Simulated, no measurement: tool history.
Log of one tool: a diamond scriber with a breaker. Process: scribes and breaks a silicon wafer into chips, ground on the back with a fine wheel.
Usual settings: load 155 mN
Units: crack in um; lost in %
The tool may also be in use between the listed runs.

run	hour	load	wafers since the last listed run	hours since the diamond tip was replaced	hours since the load on the tip was calibrated	incoming depth of the damage left on the back of the incoming wafer, um	crack	lost
1	0.0	125	0	197.2	1714.5	2.93	7.66	6.19
2	101.3	155	164	298.5	1815.8	2.77	8.28	4.12
3	146.0	155	72	343.2	1860.5	1.78	8.46	2.09
4	206.0	172	97	403.2	1920.5	2.70	8.85	4.80
5	243.8	172	61	441.0	1958.3	2.05	8.94	3.27
6	287.6	172	70	484.8	2002.1	1.63	8.73	2.87
# hour 337.4: load on the tip recalibrated
7	390.0	155	162	587.2	52.6	2.49	7.80	3.52
8	478.5	155	143	675.7	141.1	2.66	8.23	3.75
# hour 565.0: diamond tip replaced by a new one
9	580.1	155	161	15.1	242.7	2.50	7.95	3.54
10	673.7	185	151	108.7	336.3	2.63	8.78	4.21
11	764.0	155	146	199.0	426.6	2.16	8.05	2.53
12	859.8	155	155	294.8	522.4	2.08	7.70	2.38
13	952.7	155	150	387.7	615.3	1.58	8.05	1.43
14	1008.1	155	89	443.1	670.7	2.77	8.29	4.39
15	1081.1	155	118	516.1	743.7	2.64	8.17	4.22
16	1322.0	188	390	757.0	984.6	1.85	9.29	3.89
17	1369.5	188	76	804.5	1032.1	2.56	9.08	4.82
# hour 1419.4: diamond tip replaced by a new one
18	1450.5	170	127	31.1	1113.1	2.66	8.45	4.07
19	1491.0	175	65	71.6	1153.6	2.75	8.78	4.84
20	1595.9	167	169	176.5	1258.5	2.59	8.57	4.30
21	1653.6	191	93	234.2	1316.2	2.48	9.40	5.21
22	1732.4	193	127	313.0	1395.0	1.50	9.39	4.32
23	1861.2	117	208	441.8	1523.8	2.92	7.39	7.08
24	1912.0	184	82	492.6	1574.6	2.04	9.18	3.86
25	1983.2	133	115	563.8	1645.8	2.91	7.82	5.24
# hour 2055.2: load on the tip recalibrated
26	2079.0	155	151	659.6	23.8	2.18	7.56	2.51
27	2183.7	155	169	764.3	128.5	2.55	8.02	3.68
# hour 2197.3: diamond tip replaced by a new one
28	2220.5	132	56	23.2	165.3	2.14	7.38	3.27
29	2310.8	155	146	113.5	255.6	2.98	7.97	5.37
30	2381.5	124	114	184.2	326.3	1.56	7.17	2.60
31	2447.2	172	106	249.9	392.0	1.66	8.50	2.07
32	2551.9	113	169	354.6	496.7	2.36	6.96	5.19
33	2614.4	110	101	417.1	559.2	1.94	6.92	4.58
34	2716.6	139	165	519.3	661.4	1.59	7.95	1.67
35	2769.1	155	84	571.8	713.9	2.08	8.16	2.31
36	2826.6	122	93	629.3	771.4	1.97	7.32	3.34

Forecast each of these 4 alternatives for the next run:
A	2827.3	174	1	630.0	772.1	1.87	?	?
B	2827.3	183	1	630.0	772.1	1.87	?	?
C	2827.3	194	1	630.0	772.1	1.87	?	?
D	2827.3	120	1	630.0	772.1	1.87	?	?

run	crack	lost
A	8.49	2.69
B	8.72	3.24
C	9.00	4.08
D	7.05	3.03
Without the tool's hidden state the same runs would have given:
run	crack	lost
A	8.16	2.13
B	8.38	2.47
C	8.65	3.05
D	6.78	4.08
